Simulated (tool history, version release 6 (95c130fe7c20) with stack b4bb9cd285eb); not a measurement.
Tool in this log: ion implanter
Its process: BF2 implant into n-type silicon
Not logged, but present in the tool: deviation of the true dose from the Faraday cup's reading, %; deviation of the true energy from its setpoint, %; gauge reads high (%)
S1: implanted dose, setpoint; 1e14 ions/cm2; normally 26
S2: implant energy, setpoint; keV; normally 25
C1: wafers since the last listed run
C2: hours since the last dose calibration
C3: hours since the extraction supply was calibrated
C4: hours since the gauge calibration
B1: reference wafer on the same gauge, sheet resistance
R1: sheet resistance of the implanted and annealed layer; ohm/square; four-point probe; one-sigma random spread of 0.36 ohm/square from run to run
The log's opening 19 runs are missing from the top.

run,hour,S1,S2,C1,C2,C3,C4,B1,R1
# hour 1607.4: extraction supply calibrated
20,1642.8,26,22.5,1048,1284.5,35.4,828.7,101.49,103.48
# hour 1659.9: Faraday cup replaced and dose calibrated
21,1690.8,26,25,910,30.9,83.4,876.7,101.54,100.17
22,1758.5,26,25,1540,98.6,151.1,944.4,101.32,99.44
23,1973.2,31.28,29,4885,313.3,365.8,1159.1,101.15,92.77
24,2051.7,30.79,30.5,1786,391.8,444.3,1237.6,101.08,91.15
25,2142,20.03,25,2054,482.1,534.6,1327.9,100.94,103.76
26,2189.3,26,25,1076,529.4,581.9,1375.2,100.92,98.8
27,2247.6,31.67,20,1326,587.7,640.2,1433.5,100.77,105.13
28,2327.2,29.32,17.5,1811,667.3,719.8,1513.1,100.69,110.07
29,2385,28.72,25,1315,725.1,777.6,1570.9,100.64,97.51
30,2428.4,26,25,987,768.5,821,1614.3,100.63,99.1
31,2497.6,29.85,25,1574,837.7,890.2,1683.5,100.53,97.42
32,2591.7,30.73,25,2141,931.8,984.3,1777.6,100.39,96.97
33,2695.5,21.3,25,2361,1035.6,1088.1,1881.4,100.34,102.07
34,2734.8,26,25,894,1074.9,1127.4,1920.7,100.21,98.97
35,2789.1,32.68,17,1235,1129.2,1181.7,1975,100.18,110
36,2838.9,26,25,1133,1179,1231.5,2024.8,100.06,98.88

Each row is a separate what-if for the run after 36, all from the same tool condition, not one after another. Results?
A,2839.3,26,25,9,1179.4,1231.9,2025.2,?,?
B,2839.3,33.1,29,9,1179.4,1231.9,2025.2,?,?
C,2839.3,26,31,9,1179.4,1231.9,2025.2,?,?
D,2839.3,23.31,29,9,1179.4,1231.9,2025.2,?,?
E,2839.3,18.26,30,9,1179.4,1231.9,2025.2,?,?

run,B1,R1
A,99.99,98.33
B,99.99,90.91
C,99.99,90.81
D,99.99,94.55
E,99.99,98.1
With no hidden state in the tool, these same runs would have given:
run,R1
A,100.21
B,92.64
C,92.54
D,96.36
E,99.97

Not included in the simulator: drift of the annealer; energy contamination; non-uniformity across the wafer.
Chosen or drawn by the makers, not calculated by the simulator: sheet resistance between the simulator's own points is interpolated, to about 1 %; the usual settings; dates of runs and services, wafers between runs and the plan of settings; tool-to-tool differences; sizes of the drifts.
